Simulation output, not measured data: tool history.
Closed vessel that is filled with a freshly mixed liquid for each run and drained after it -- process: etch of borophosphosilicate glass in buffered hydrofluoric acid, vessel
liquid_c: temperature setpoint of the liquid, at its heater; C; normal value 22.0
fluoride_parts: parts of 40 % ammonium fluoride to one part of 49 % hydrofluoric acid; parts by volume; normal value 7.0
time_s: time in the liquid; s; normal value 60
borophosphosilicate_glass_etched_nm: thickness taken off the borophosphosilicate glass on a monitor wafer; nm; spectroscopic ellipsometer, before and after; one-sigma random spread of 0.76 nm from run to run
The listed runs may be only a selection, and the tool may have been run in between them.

| run | day | liquid_c | fluoride_parts | time_s | wafers since the last listed run | hours since the thermometer was replaced | hours since the hydrofluoric acid flow meter was replaced | hours since the gauge calibration | read-back film thickness of the borophosphosilicate glass reference wafer, read on the same gauge (nm) | borophosphosilicate_glass_etched_nm |
|---|---|---|---|---|---|---|---|---|---|---|
| 1 | 0.000 | 22.0 | 7.0 | 60 | 0 | 834.9 | 1946.8 | 129.5 | 80.00 | 179.39 |
| 2 | 0.742 | 22.0 | 7.0 | 60 | 2628 | 852.7 | 1964.6 | 147.3 | 79.99 | 180.03 |
| 3 | 1.171 | 22.0 | 6.0 | 60 | 1520 | 863.0 | 1974.9 | 157.6 | 80.01 | 206.20 |
| 4 | 1.629 | 22.0 | 7.0 | 60 | 1624 | 874.0 | 1985.9 | 168.6 | 80.00 | 180.77 |
| 5 | 2.158 | 22.0 | 7.0 | 60 | 1875 | 886.7 | 1998.6 | 181.3 | 80.00 | 182.66 |
| 6 | 2.688 | 25.0 | 7.0 | 60 | 1875 | 899.4 | 2011.3 | 194.0 | 79.98 | 211.55 |
| 7 | 3.067 | 25.0 | 7.0 | 60 | 1343 | 908.5 | 2020.4 | 203.1 | 80.02 | 212.88 |
| 8 | 3.504 | 25.0 | 7.0 | 60 | 1550 | 919.0 | 2030.9 | 213.6 | 79.98 | 214.72 |
| 9 | 4.200 | 22.0 | 7.0 | 60 | 2465 | 935.7 | 2047.6 | 230.3 | 80.02 | 184.10 |
| 10 | 5.562 | 22.0 | 7.0 | 60 | 4827 | 968.4 | 2080.3 | 263.0 | 80.00 | 183.79 |
|  | 5.746 | thermometer replaced |
| 11 | 5.883 | 22.0 | 7.0 | 60 | 989 | 3.3 | 2088.0 | 270.7 | 80.01 | 159.69 |
|  | 5.921 | gauge calibrated |
| 12 | 6.533 | 22.0 | 8.0 | 80 | 2303 | 18.9 | 2103.6 | 14.7 | 79.98 | 185.11 |
| 13 | 8.642 | 24.5 | 8.0 | 60 | 7470 | 69.5 | 2154.2 | 65.3 | 80.02 | 159.74 |
|  | 8.800 | hydrofluoric acid flow meter replaced |
| 14 | 9.171 | 22.0 | 7.0 | 60 | 1727 | 82.2 | 8.9 | 78.0 | 80.01 | 160.35 |
| 15 | 9.883 | 26.0 | 7.0 | 30 | 2524 | 99.3 | 26.0 | 95.1 | 80.00 | 99.45 |
| 16 | 10.608 | 22.0 | 7.0 | 60 | 2569 | 116.7 | 43.4 | 112.5 | 79.99 | 162.02 |
| 17 | 11.892 | 23.5 | 7.0 | 60 | 4547 | 147.5 | 74.2 | 143.3 | 79.98 | 176.11 |
| 18 | 12.433 | 22.0 | 9.5 | 85 | 1919 | 160.5 | 87.2 | 156.3 | 80.00 | 168.08 |
| 19 | 13.183 | 20.5 | 7.0 | 90 | 2657 | 178.5 | 105.2 | 174.3 | 80.00 | 225.44 |
| 20 | 13.575 | 22.0 | 7.0 | 60 | 1387 | 187.9 | 114.6 | 183.7 | 80.01 | 163.05 |
| 21 | 14.271 | 26.5 | 7.0 | 60 | 2465 | 204.6 | 131.3 | 200.4 | 79.98 | 206.58 |
| 22 | 14.738 | 18.5 | 8.5 | 30 | 1653 | 215.8 | 142.5 | 211.6 | 80.00 | 54.70 |
| 23 | 15.442 | 18.5 | 7.0 | 60 | 2495 | 232.7 | 159.4 | 228.5 | 80.00 | 136.09 |
|  | 15.738 | gauge calibrated |
| 24 | 15.846 | 26.0 | 9.5 | 60 | 1432 | 242.4 | 169.1 | 2.6 | 80.01 | 149.27 |

Alternative continuations, all from the tool just after run 24; predict every row:
| A | 15.875 | 17.5 | 7.0 | 60 | 103 | 243.1 | 169.8 | 3.3 | ? | ? |
| B | 15.875 | 19.5 | 5.0 | 60 | 103 | 243.1 | 169.8 | 3.3 | ? | ? |
| C | 15.875 | 22.0 | 8.0 | 45 | 103 | 243.1 | 169.8 | 3.3 | ? | ? |

| run | read-back film thickness of the borophosphosilicate glass reference wafer, read on the same gauge (nm) | borophosphosilicate_glass_etched_nm |
|---|---|---|
| A | 80.02 | 128.51 |
| B | 80.02 | 193.10 |
| C | 80.02 | 106.61 |
Stripped of hidden state, with their random variation kept, the same runs would have yielded:
| run | borophosphosilicate_glass_etched_nm |
|---|---|
| A | 122.90 |
| B | 184.82 |
| C | 102.08 |
